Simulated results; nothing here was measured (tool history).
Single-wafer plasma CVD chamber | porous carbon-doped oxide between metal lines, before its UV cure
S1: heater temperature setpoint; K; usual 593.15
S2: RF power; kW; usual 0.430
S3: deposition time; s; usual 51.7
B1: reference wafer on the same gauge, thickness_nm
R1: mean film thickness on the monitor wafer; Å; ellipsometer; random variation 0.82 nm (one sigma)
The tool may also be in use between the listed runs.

{"run": 1, "hour": 0.0, "S1": 593.15, "S2": 0.43, "S3": 51.7, "B1": 247.057, "R1": 2446.23}
{"hour": 35.0, "done": "gauge calibrated"}
{"run": 2, "hour": 40.7, "S1": 593.15, "S2": 0.43, "S3": 51.7, "B1": 246.632, "R1": 2438.67}
{"run": 3, "hour": 121.3, "S1": 593.15, "S2": 0.43, "S3": 51.7, "B1": 247.068, "R1": 2442.81}
{"run": 4, "hour": 208.3, "S1": 593.15, "S2": 0.43, "S3": 51.7, "B1": 246.936, "R1": 2408.24}
{"run": 5, "hour": 278.7, "S1": 593.15, "S2": 0.43, "S3": 51.7, "B1": 247.186, "R1": 2409.89}
{"run": 6, "hour": 316.0, "S1": 593.15, "S2": 0.43, "S3": 51.7, "B1": 246.856, "R1": 2422.45}
{"run": 7, "hour": 360.7, "S1": 593.15, "S2": 0.375, "S3": 51.7, "B1": 247.098, "R1": 2239.24}
{"run": 8, "hour": 399.8, "S1": 593.15, "S2": 0.395, "S3": 51.7, "B1": 246.927, "R1": 2294.85}
{"run": 9, "hour": 440.5, "S1": 593.15, "S2": 0.395, "S3": 51.7, "B1": 246.796, "R1": 2287.87}
{"run": 10, "hour": 499.8, "S1": 597.15, "S2": 0.375, "S3": 51.7, "B1": 247.109, "R1": 2179.81}
{"run": 11, "hour": 604.1, "S1": 589.15, "S2": 0.43, "S3": 51.7, "B1": 246.505, "R1": 2447.51}
{"run": 12, "hour": 676.3, "S1": 589.15, "S2": 0.43, "S3": 51.7, "B1": 247.269, "R1": 2431.95}
{"run": 13, "hour": 769.4, "S1": 589.15, "S2": 0.43, "S3": 51.7, "B1": 247.055, "R1": 2444.94}
{"run": 14, "hour": 873.7, "S1": 602.15, "S2": 0.43, "S3": 51.7, "B1": 246.505, "R1": 2303.94}
{"run": 15, "hour": 975.2, "S1": 606.15, "S2": 0.43, "S3": 51.7, "B1": 247.487, "R1": 2260.41}
{"hour": 1075.7, "done": "thermocouple changed; heater temperature recalibrated"}
{"run": 16, "hour": 1121.0, "S1": 593.15, "S2": 0.365, "S3": 47.3, "B1": 247.402, "R1": 1956.54}
{"hour": 1154.8, "done": "showerhead replaced"}
{"run": 17, "hour": 1187.4, "S1": 593.15, "S2": 0.43, "S3": 51.7, "B1": 247.021, "R1": 2357.04}
{"hour": 1234.5, "done": "RF generator calibrated"}
{"run": 18, "hour": 1249.3, "S1": 593.15, "S2": 0.355, "S3": 60.0, "B1": 246.929, "R1": 2563.26}
{"run": 19, "hour": 1329.2, "S1": 583.15, "S2": 0.43, "S3": 51.7, "B1": 246.87, "R1": 2561.16}
{"hour": 1366.0, "done": "gauge calibrated"}
{"run": 20, "hour": 1392.1, "S1": 593.15, "S2": 0.43, "S3": 51.7, "B1": 247.115, "R1": 2444.05}
{"run": 21, "hour": 1441.0, "S1": 584.15, "S2": 0.47, "S3": 43.0, "B1": 246.822, "R1": 2242.87}
{"run": 22, "hour": 1497.5, "S1": 593.15, "S2": 0.345, "S3": 47.2, "B1": 247.23, "R1": 1972.99}
{"run": 23, "hour": 1576.6, "S1": 593.15, "S2": 0.405, "S3": 51.7, "B1": 246.809, "R1": 2360.98}
{"run": 24, "hour": 1654.5, "S1": 593.15, "S2": 0.375, "S3": 51.7, "B1": 246.872, "R1": 2242.0}
{"run": 25, "hour": 1749.9, "S1": 580.15, "S2": 0.465, "S3": 60.6, "B1": 247.228, "R1": 3157.95}
{"run": 26, "hour": 1820.5, "S1": 586.15, "S2": 0.48, "S3": 47.4, "B1": 246.997, "R1": 2449.66}
{"run": 27, "hour": 1926.9, "S1": 586.15, "S2": 0.43, "S3": 45.9, "B1": 246.956, "R1": 2219.41}
{"run": 28, "hour": 1997.2, "S1": 584.15, "S2": 0.395, "S3": 55.8, "B1": 246.828, "R1": 2580.85}

4 ways to go on from here, each from the tool as it stands after run 28. What would each give?
{"run": "A", "hour": 1997.6, "S1": 593.15, "S2": 0.43, "S3": 51.7, "B1": "?", "R1": "?"}
{"run": "B", "hour": 1997.6, "S1": 601.15, "S2": 0.38, "S3": 58.5, "B1": "?", "R1": "?"}
{"run": "C", "hour": 1997.6, "S1": 579.15, "S2": 0.35, "S3": 43.0, "B1": "?", "R1": "?"}
{"run": "D", "hour": 1997.6, "S1": 593.15, "S2": 0.51, "S3": 46.8, "B1": "?", "R1": "?"}

run=A B1=246.910 R1=2391.98
run=B B1=246.910 R1=2426.71
run=C B1=246.910 R1=1894.04
run=D B1=246.910 R1=2394.22
Without the tool's hidden state the same runs would have given:
run=A R1=2443.57
run=B R1=2482.38
run=C R1=1935.31
run=D R1=2434.53
